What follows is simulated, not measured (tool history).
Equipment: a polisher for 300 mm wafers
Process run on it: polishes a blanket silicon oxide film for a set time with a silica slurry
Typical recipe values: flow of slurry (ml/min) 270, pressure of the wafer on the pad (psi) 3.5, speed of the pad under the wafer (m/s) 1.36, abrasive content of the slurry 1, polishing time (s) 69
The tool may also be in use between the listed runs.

run	hour	flow of slurry (ml/min)	pressure of the wafer on the pad (psi)	speed of the pad under the wafer (m/s)	abrasive content of the slurry	polishing time (s)	incoming thickness of the incoming film, nm	film removed (Å)
1	0	270	3.5	1.36	1	69	1381.6	2375
2	17.5	270	3.5	1.36	1	69	1402.2	2387
3	31.9	270	3.5	1.36	1	69	1404.9	2366
4	44.4	240	2.6	1.2	0.8	69	1390.3	1500
5	55.7	270	3.5	1.36	1	69	1383.1	2384
6	63.6	350	3.5	1.62	1	69	1406.7	2647
7	74.9	270	4.2	1.82	1	52	1356.1	2533
# hour 79.1: worn pad replaced by a new one
8	80.9	270	3.5	1.36	0.75	69	1353.4	2161
9	89.8	190	3.5	1.36	0.8	69	1385.1	2134
10	100.9	270	3.5	1.36	1	69	1374.1	2400
11	111.1	270	2.6	1.36	1	69	1387	1808
12	120.5	270	3.5	1.72	1	91	1364	3632
13	131.1	270	3.5	1.36	1	69	1366.4	2467
14	140.8	270	2.5	1.36	0.9	69	1363.5	1664
15	157.9	270	3.5	1.36	1	69	1402.8	2504
# hour 164.4: conditioning disc replaced and pad reconditioned
16	175.2	270	3.5	1.36	1.25	69	1395	2667
# hour 184: worn pad replaced by a new one
17	191.3	270	2.7	1.14	1.2	69	1390.1	1904
# hour 195.2: slurry blender recalibrated
18	201.3	270	3.5	1.36	1	69	1371.6	2490
19	218.4	270	2.5	1.36	0.9	69	1395.1	1711
20	236.2	270	3.5	1.36	1	69	1396.4	2493
21	248.7	220	4.4	1.14	1	83	1383.3	3443
22	255.5	270	4.2	1.36	0.85	45	1355.2	1865
23	262.5	270	4.2	1.82	1	52	1354.3	2642
24	276.3	270	3.5	1.36	0.8	69	1371.9	2261
25	290.2	175	2.4	1.8	1	69	1392	1867
# hour 301.7: worn pad replaced by a new one
26	302.3	270	3.5	1.36	1	69	1404.1	2510
27	314.4	340	3.5	1.6	1	69	1385.6	2801

Table of differences, measured result less the result of that run with no hidden state. Run-to-run variation is the same in both. Gauge scatter possibly is not:
Hidden state at play: removal rate lost through wear of the pad, %; slurry flow missing at the pad, %; deviation of the head's pressure from its setpoint, %; abrasive missing from the slurry, %; time polished since the conditioner stopped cutting, s.
run	film removed (Å)
1	+39
2	+55
3	+67
4	+49
5	+86
6	+101
7	+106
8	+93
9	+98
10	+116
11	+92
12	+192
13	+137
14	+95
15	+151
16	+169
17	+126
18	+169
19	+120
20	+181
21	+255
22	+140
23	+200
24	+175
25	+146
26	+200
27	+226
